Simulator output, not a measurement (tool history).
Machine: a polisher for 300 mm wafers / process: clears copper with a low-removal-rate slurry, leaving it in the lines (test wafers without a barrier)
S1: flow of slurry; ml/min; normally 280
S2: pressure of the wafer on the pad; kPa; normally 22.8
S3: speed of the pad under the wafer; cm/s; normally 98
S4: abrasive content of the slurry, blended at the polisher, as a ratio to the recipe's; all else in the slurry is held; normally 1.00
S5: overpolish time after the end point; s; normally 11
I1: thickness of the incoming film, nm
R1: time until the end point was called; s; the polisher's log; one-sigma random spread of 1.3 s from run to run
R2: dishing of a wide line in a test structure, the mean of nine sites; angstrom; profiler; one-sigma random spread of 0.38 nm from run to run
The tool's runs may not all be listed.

run    hour   S1    S2   S3    S4  S5     I1     R1   R2
  1     0.0  280  22.8   98  1.00  11  285.9   95.8  245
  2    70.4  280  22.8   98  1.00  11  285.7   98.7  243
      106.2  -- slurry blender recalibrated
  3   125.0  280  22.8   98  1.00  11  287.2   96.7  244
  4   165.3  280  22.8   98  1.00  11  285.6   96.2  240
      191.7  -- worn pad replaced by a new one
  5   192.4  280  17.2   98  1.00  11  288.6  129.5  188
  6   258.3  280  17.2   98  1.00  11  288.1  135.1  179
      271.9  -- head pressure recalibrated
  7   286.3  280  17.2   98  1.00  11  285.8  132.4  176
  8   335.4  280  22.8   98  1.00  11  284.9  107.1  221
  9   360.8  280  22.8   98  1.00  11  288.3  110.0  220
      366.5  -- slurry nozzle cleaned
 10   419.1  280  22.8   98  1.00  11  285.6   95.0  236
 11   462.9  340  22.8   78  0.85  11  284.2  126.0  185
      485.4  -- slurry blender recalibrated
 12   494.0  280  22.8   98  1.00  11  284.5   96.4  244
      528.4  -- worn pad replaced by a new one
 13   548.3  280  22.8   98  1.00  17  280.2   97.3  351
 14   615.5  280  22.8   98  1.00  11  288.1   99.7  236
 15   663.7  335  26.9   98  1.20  13  290.6   80.4  354
 16   691.9  360  16.5   72  1.25  11  282.1  165.9  144
      721.2  -- slurry nozzle cleaned
 17   762.3  280  22.8  110  0.90  15  287.7   89.3  331
      767.4  -- head pressure recalibrated
 18   793.6  280  17.2   98  1.00  11  285.0  124.6  188
 19   865.0  280  16.5   64  1.00  11  283.9  202.2  121
      899.6  -- slurry blender recalibrated
 20   925.3  280  22.8   98  1.00  11  286.7   98.8  235
      937.4  -- worn pad replaced by a new one
 21   964.9  205  22.8   98  1.00   7  289.7  104.3  145
 22  1036.8  360  22.8   98  1.00  11  284.5   96.4  237
     1067.5  -- slurry nozzle cleaned
 23  1073.8  280  22.8   98  1.00  11  287.6   95.9  241
 24  1108.3  245  22.8   98  1.00   8  284.2   98.1  177
 25  1168.1  280  22.8   98  1.00  11  286.6   94.5  246
 26  1194.0  230  22.8   98  1.00  11  285.3   96.2  236
     1206.4  -- head pressure recalibrated
     1229.5  -- slurry blender recalibrated
 27  1235.4  280  18.6   76  1.00  13  282.3  148.7  187
 28  1302.7  280  22.8   84  1.25  11  280.0  101.5  221

Each row is a separate what-if for the run after 28, all from the same tool condition, not one after another. Results?
  A  1303.2  280  22.8  118  1.00  11  284.0   ?   ?
  B  1303.2  320  20.0   98  1.20   5  284.0   ?   ?
  C  1303.2  380  22.8   70  1.00  11  284.0   ?   ?
  D  1303.2  375  15.9   82  1.00  17  284.0   ?   ?

run     R1   R2
  A   79.3  284
  B  100.3  109
  C  129.2  181
  D  158.5  222
Without the tool's unlogged condition, the same runs would have read:
run     R1   R2
  A   77.5  290
  B   98.3  111
  C  127.1  184
  D  155.8  225
